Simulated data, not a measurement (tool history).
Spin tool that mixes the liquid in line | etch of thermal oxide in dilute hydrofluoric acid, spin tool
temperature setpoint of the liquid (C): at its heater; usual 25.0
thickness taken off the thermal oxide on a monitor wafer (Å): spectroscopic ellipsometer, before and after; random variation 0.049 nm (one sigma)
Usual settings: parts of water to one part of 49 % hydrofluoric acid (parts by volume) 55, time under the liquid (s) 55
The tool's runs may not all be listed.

run	hour	temperature setpoint of the liquid (C)	parts of water to one part of 49 % hydrofluoric acid (parts by volume)	time under the liquid (s)	read-back film thickness of the thermal oxide reference wafer, read on the same gauge (nm)	thickness taken off the thermal oxide on a monitor wafer (Å)
1	0.0	22.5	55	55	130.03	50.6
2	37.7	22.5	55	55	130.02	49.6
3	99.7	25.0	55	45	130.01	46.0
4	165.9	25.0	55	75	129.97	75.8
5	191.2	25.0	55	75	129.99	76.1
6	259.6	25.0	50	55	129.98	61.6
7	331.5	25.0	50	55	130.03	62.7
8	380.3	25.0	55	70	130.01	71.1
9	415.6	25.0	55	55	129.98	56.2
10	596.6	25.0	55	55	130.03	56.8
11	665.0	25.0	55	55	129.96	56.9
12	696.3	25.0	55	55	129.96	57.9
13	746.1	20.0	35	35	130.01	48.1
14	795.2	23.0	85	30	129.96	17.7
15	857.3	23.0	25	45	130.04	98.3
16	882.9	25.0	35	55	129.97	93.8
17	929.7	29.0	55	75	129.99	91.8
18	960.6	25.0	25	55	130.01	132.6
19	993.9	29.0	40	80	130.03	141.2
20	1057.6	25.0	55	55	130.03	52.8
21	1095.4	25.0	65	55	129.97	44.3
22	1144.7	25.0	70	35	129.99	26.0
23	1212.9	22.0	55	55	130.02	46.2
24	1268.5	21.5	85	90	130.01	47.2
25	1439.6	25.0	55	55	129.97	54.4

Not shown: 3 entries that the log had between the listed runs. Between which runs, and how does the tool's hidden state differ before and after?
Between runs 12 and 13: hydrofluoric acid flow meter replaced (hour 698.6)
  liquid hotter than its thermometer reads (K): 2.22 -> 2.28
  measured less the result without the state, thickness taken off the thermal oxide on a monitor wafer (Å): +5.0 -> +4.5
Between runs 17 and 18: gauge calibrated (hour 936.4)
  liquid hotter than its thermometer reads (K): 2.49 -> 2.53
  measured less the result without the state, thickness taken off the thermal oxide on a monitor wafer (Å): +8.5 -> +13.1
Between runs 19 and 20: thermometer replaced (hour 998.9)
  liquid hotter than its thermometer reads (K): 2.57 -> 0.138
  measured less the result without the state, thickness taken off the thermal oxide on a monitor wafer (Å): +13.7 -> +0.3
